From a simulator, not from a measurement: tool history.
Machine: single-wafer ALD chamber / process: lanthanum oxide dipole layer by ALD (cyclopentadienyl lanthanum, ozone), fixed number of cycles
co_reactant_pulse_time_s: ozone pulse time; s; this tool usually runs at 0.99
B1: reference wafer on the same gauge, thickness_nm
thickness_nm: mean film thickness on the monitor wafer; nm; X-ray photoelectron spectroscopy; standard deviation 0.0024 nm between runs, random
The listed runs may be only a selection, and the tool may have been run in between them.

Run 1, hour 0: usual settings but co_reactant_pulse_time_s 1.08 s; B1 0.451. Result: thickness_nm 0.482 nm.
Run 2, hour 74.2: usual settings but co_reactant_pulse_time_s 1.08 s; B1 0.452. Result: thickness_nm 0.484 nm.
Run 3, hour 170.2: usual settings but co_reactant_pulse_time_s 1.08 s; B1 0.452. Result: thickness_nm 0.486 nm.
Run 4, hour 212.8: usual settings but co_reactant_pulse_time_s 0.81 s; B1 0.452. Result: thickness_nm 0.405 nm.
At hour 257.7: ozone generator serviced.
Run 5, hour 305.5: usual settings but co_reactant_pulse_time_s 0.81 s; B1 0.453. Result: thickness_nm 0.402 nm.
Run 6, hour 360.3: usual settings but co_reactant_pulse_time_s 1.12 s; B1 0.453. Result: thickness_nm 0.494 nm.
Run 7, hour 428.2: usual settings; B1 0.454. Result: thickness_nm 0.466 nm.
Run 8, hour 526.7: usual settings; B1 0.455. Result: thickness_nm 0.472 nm.
Run 9, hour 608.9: usual settings; B1 0.455. Result: thickness_nm 0.468 nm.
Run 10, hour 665.3: usual settings; B1 0.456. Result: thickness_nm 0.465 nm.
Run 11, hour 703.8: usual settings; B1 0.456. Result: thickness_nm 0.47 nm.
Run 12, hour 803.2: usual settings but co_reactant_pulse_time_s 1.2 s; B1 0.457. Result: thickness_nm 0.512 nm.
At hour 852: ozone generator serviced.
Run 13, hour 904: usual settings; B1 0.458. Result: thickness_nm 0.475 nm.
At hour 924.6: gauge calibrated.
Run 14, hour 952.6: usual settings; B1 0.451. Result: thickness_nm 0.464 nm.
Run 15, hour 1006.1: usual settings; B1 0.451. Result: thickness_nm 0.467 nm.
Run 16, hour 1111.3: usual settings but co_reactant_pulse_time_s 1.18 s; B1 0.451. Result: thickness_nm 0.503 nm.
Run 17, hour 1181.9: usual settings but co_reactant_pulse_time_s 0.78 s; B1 0.451. Result: thickness_nm 0.389 nm.
At hour 1225.7: showerhead replaced.
Run 18, hour 1277.6: usual settings; B1 0.451. Result: thickness_nm 0.467 nm.
At hour 1328: ozone generator serviced.
Run 19, hour 1378.6: usual settings but co_reactant_pulse_time_s 0.86 s; B1 0.452. Result: thickness_nm 0.424 nm.
Run 20, hour 1432.8: usual settings but co_reactant_pulse_time_s 1.15 s; B1 0.451. Result: thickness_nm 0.498 nm.
Run 21, hour 1539.7: usual settings but co_reactant_pulse_time_s 1.09 s; B1 0.452. Result: thickness_nm 0.487 nm.
Run 22, hour 1576.7: usual settings but co_reactant_pulse_time_s 0.64 s; B1 0.452. Result: thickness_nm 0.296 nm.
At hour 1609.3: thermocouple changed; heater temperature recalibrated.
Run 23, hour 1624.2: usual settings but co_reactant_pulse_time_s 1.37 s; B1 0.453. Result: thickness_nm 0.524 nm.
Run 24, hour 1686.2: usual settings but co_reactant_pulse_time_s 1.3 s; B1 0.452. Result: thickness_nm 0.514 nm.
Run 25, hour 1756.3: usual settings but co_reactant_pulse_time_s 1.33 s; B1 0.453. Result: thickness_nm 0.514 nm.
Run 26, hour 1803.5: usual settings; B1 0.453. Result: thickness_nm 0.468 nm.
At hour 1902.4: ozone generator serviced.
Run 27, hour 1903.5: usual settings but co_reactant_pulse_time_s 1.36 s; B1 0.454. Result: thickness_nm 0.526 nm.
Run 28, hour 2004.1: usual settings but co_reactant_pulse_time_s 1.34 s; B1 0.455. Result: thickness_nm 0.515 nm.
Run 29, hour 2048.1: usual settings but co_reactant_pulse_time_s 1.13 s; B1 0.455. Result: thickness_nm 0.498 nm.
Run 30, hour 2122.2: usual settings but co_reactant_pulse_time_s 0.77 s; B1 0.456. Result: thickness_nm 0.387 nm.
Run 31, hour 2285.9: usual settings; B1 0.457. Result: thickness_nm 0.472 nm.
Run 32, hour 2365.3: usual settings but co_reactant_pulse_time_s 0.79 s; B1 0.458. Result: thickness_nm 0.398 nm.
At hour 2421.1: ozone generator serviced.
Run 33, hour 2436.2: usual settings but co_reactant_pulse_time_s 1.35 s; B1 0.458. Result: thickness_nm 0.533 nm.

Forecast each of these 3 alternatives for the next run:
Run A, hour 2436.6: usual settings but co_reactant_pulse_time_s 0.74 s; B1 ?. Result: thickness_nm ?.
Run B, hour 2436.6: usual settings but co_reactant_pulse_time_s 1.22 s; B1 ?. Result: thickness_nm ?.
Run C, hour 2436.6: usual settings but co_reactant_pulse_time_s 0.6 s; B1 ?. Result: thickness_nm ?.

run     B1  thickness_nm
  A  0.458         0.371
  B  0.458         0.513
  C  0.458         0.263
Stripped of hidden state, with their random variation kept, the same runs would have yielded:
run  thickness_nm
  A         0.363
  B         0.503
  C         0.258
